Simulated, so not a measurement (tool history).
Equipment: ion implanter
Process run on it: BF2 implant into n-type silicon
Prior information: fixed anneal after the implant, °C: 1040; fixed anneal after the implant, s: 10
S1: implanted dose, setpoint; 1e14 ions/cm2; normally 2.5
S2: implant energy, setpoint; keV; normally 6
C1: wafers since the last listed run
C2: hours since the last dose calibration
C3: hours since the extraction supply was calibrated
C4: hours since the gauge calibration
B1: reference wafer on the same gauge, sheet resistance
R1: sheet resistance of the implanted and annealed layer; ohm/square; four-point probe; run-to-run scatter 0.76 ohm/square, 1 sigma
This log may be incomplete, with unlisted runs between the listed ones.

run	hour	S1	S2	C1	C2	C3	C4	B1	R1
1	0	2.5	5	0	1767.4	3471	179.8	455.68	521.51
2	25.1	2.5	5	828	1792.5	3496.1	204.9	455.79	521.89
3	45.2	2.5	6	663	1812.6	3516.2	225	456.18	491.94
4	65.4	2.5	6	667	1832.8	3536.4	245.2	455.61	493.2
5	93.2	2.5	6	918	1860.6	3564.2	273	456.19	492.32
6	114.7	2.5	5.5	710	1882.1	3585.7	294.5	456.19	504.69
7	137.9	2.5	6	766	1905.3	3608.9	317.7	455.64	489.77
8	162.8	2.5	6	822	1930.2	3633.8	342.6	456.51	492.4
9	184.5	2.5	4.5	716	1951.9	3655.5	364.3	456.07	539.37
10	207.2	2.5	6	749	1974.6	3678.2	387	455.79	491.28
11	230.6	2.8	4	772	1998	3701.6	410.4	455.96	527.83
# hour 259.6: Faraday cup replaced and dose calibrated
12	260.7	1.81	5	729	1.1	3731.7	440.5	455.89	679.83
# hour 277.7: gauge calibrated
13	281.7	1.89	7	693	22.1	3752.7	4	456.02	610.4
14	311.9	2.5	5	997	52.3	3782.9	34.2	455.58	533.7
15	338.7	2.74	4.5	885	79.1	3809.7	61	455.88	521.25
# hour 357.1: extraction supply calibrated
16	363.7	2.87	4.5	561	104.1	6.6	86	455.96	506.54
17	399.1	2.91	6	1169	139.5	42	121.4	456.06	453.9
18	433.4	3.17	6.5	1132	173.8	76.3	155.7	455.91	418.65
19	459.5	2.5	8	861	199.9	102.4	181.8	456.07	472.8

Consider 3 possible next runs. They are alternatives, not a sequence: every one starts from the tool as it was left by run 19. What does each give?
A	459.9	2.5	6	13	200.3	102.8	182.2	?	?
B	459.9	2.02	4.5	13	200.3	102.8	182.2	?	?
C	459.9	2.01	6	13	200.3	102.8	182.2	?	?

run	B1	R1
A	455.92	505.58
B	455.92	643.25
C	455.92	598.73
With no hidden state in the tool, these same runs would have given:
run	R1
A	505.14
B	642.69
C	598.15

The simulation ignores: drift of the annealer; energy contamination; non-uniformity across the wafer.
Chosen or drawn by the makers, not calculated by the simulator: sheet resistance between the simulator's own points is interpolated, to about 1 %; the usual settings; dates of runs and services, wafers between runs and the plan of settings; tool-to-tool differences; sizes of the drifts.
